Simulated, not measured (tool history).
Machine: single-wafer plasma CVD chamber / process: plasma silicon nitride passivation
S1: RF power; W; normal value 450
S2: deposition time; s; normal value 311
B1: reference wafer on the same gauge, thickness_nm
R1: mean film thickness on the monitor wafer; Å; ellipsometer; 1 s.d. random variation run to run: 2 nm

{"run": 1, "day": 0.0, "S1": 405, "S2": 264, "B1": 403.229, "R1": 3397.08}
{"run": 2, "day": 2.858, "S1": 405, "S2": 264, "B1": 403.159, "R1": 3366.39}
{"run": 3, "day": 5.783, "S1": 405, "S2": 264, "B1": 403.148, "R1": 3411.88}
{"run": 4, "day": 8.612, "S1": 450, "S2": 311, "B1": 403.326, "R1": 4133.53}
{"run": 5, "day": 15.033, "S1": 450, "S2": 311, "B1": 403.484, "R1": 4143.5}
{"run": 6, "day": 17.504, "S1": 450, "S2": 311, "B1": 403.363, "R1": 4162.48}
{"run": 7, "day": 18.862, "S1": 450, "S2": 311, "B1": 403.424, "R1": 4143.03}
{"run": 8, "day": 20.088, "S1": 450, "S2": 311, "B1": 402.726, "R1": 4168.52}
{"run": 9, "day": 22.792, "S1": 425, "S2": 311, "B1": 403.435, "R1": 4048.99}
{"run": 10, "day": 25.583, "S1": 425, "S2": 311, "B1": 403.103, "R1": 4114.05}
{"run": 11, "day": 26.925, "S1": 425, "S2": 311, "B1": 402.583, "R1": 4030.34}
{"run": 12, "day": 28.65, "S1": 450, "S2": 289, "B1": 403.071, "R1": 3858.15}
{"run": 13, "day": 31.621, "S1": 450, "S2": 289, "B1": 403.176, "R1": 3828.35}
{"run": 14, "day": 33.729, "S1": 485, "S2": 263, "B1": 403.642, "R1": 3564.12}
{"run": 15, "day": 35.246, "S1": 450, "S2": 311, "B1": 403.579, "R1": 4146.08}
{"run": 16, "day": 37.542, "S1": 450, "S2": 311, "B1": 402.88, "R1": 4121.98}
{"run": 17, "day": 40.071, "S1": 535, "S2": 330, "B1": 402.343, "R1": 4671.93}
{"run": 18, "day": 42.296, "S1": 395, "S2": 280, "B1": 403.354, "R1": 3581.12}
{"run": 19, "day": 43.312, "S1": 390, "S2": 292, "B1": 402.767, "R1": 3691.44}
{"run": 20, "day": 45.275, "S1": 380, "S2": 260, "B1": 403.809, "R1": 3284.91}
{"run": 21, "day": 51.821, "S1": 485, "S2": 263, "B1": 402.868, "R1": 3602.06}
{"run": 22, "day": 54.242, "S1": 375, "S2": 311, "B1": 403.191, "R1": 3875.42}
{"run": 23, "day": 55.967, "S1": 450, "S2": 332, "B1": 402.743, "R1": 4453.85}
{"run": 24, "day": 58.567, "S1": 450, "S2": 311, "B1": 403.072, "R1": 4193.5}
{"run": 25, "day": 60.825, "S1": 375, "S2": 273, "B1": 402.623, "R1": 3423.41}
{"run": 26, "day": 62.062, "S1": 450, "S2": 342, "B1": 402.555, "R1": 4597.1}

Withheld: 4 entries from between the runs. Position of each, and hidden state at the listed run before versus the listed run after:
Between runs 8 and 9: gauge calibrated (day 22.438)
  both runs share identical hidden conditions
Between runs 9 and 10: RF generator calibrated (day 23.762)
  both runs share identical hidden conditions
Between runs 16 and 17: showerhead replaced (day 37.917)
  both runs share identical hidden conditions
Between runs 22 and 23: gauge calibrated (day 54.967)
  both runs share identical hidden conditions

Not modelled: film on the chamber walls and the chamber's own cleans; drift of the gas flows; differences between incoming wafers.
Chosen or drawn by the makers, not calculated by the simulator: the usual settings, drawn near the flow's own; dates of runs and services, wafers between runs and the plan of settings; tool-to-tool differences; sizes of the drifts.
